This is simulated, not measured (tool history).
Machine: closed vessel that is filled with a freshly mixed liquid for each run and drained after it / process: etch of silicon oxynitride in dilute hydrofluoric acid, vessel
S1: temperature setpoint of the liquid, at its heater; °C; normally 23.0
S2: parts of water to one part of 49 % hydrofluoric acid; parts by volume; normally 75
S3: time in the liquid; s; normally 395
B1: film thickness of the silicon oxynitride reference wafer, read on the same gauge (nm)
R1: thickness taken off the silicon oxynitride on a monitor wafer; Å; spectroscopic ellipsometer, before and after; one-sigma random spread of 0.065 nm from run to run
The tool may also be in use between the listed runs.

run   hour    S1  S2   S3     B1     R1
  1    0.0  23.0  75  395  59.99   96.9
  2   31.4  23.0  75  395  60.01   96.5
  3   51.3  23.0  75  395  60.03   96.2
  4   83.8  23.0  85  395  60.02   84.8
  5  108.8  23.0  85  395  60.02   84.4
  6  126.3  23.0  75  260  60.00   63.4
  7  145.6  23.0  75  260  59.99   63.5
  8  161.0  23.0  75  260  60.01   63.8
  9  177.2  23.0  85  470  60.00  100.0
 10  212.0  23.0  85  470  60.01   99.8
 11  225.8  26.0  60  530  60.01  191.4
 12  246.0  19.5  90  395  60.00   67.5
 13  277.4  23.0  75  520  60.01  128.4
 14  295.5  23.0  75  395  60.01   97.4
 15  310.2  23.0  75  395  60.02   97.2

Run 16 has not been measured yet. What should we expect?
 16  325.4  23.0  60  395   ?   ?

B1: 60.00
R1: 123.4 Å
The same run, on a tool lacking any hidden state, would have yielded R1 126.0 Å.
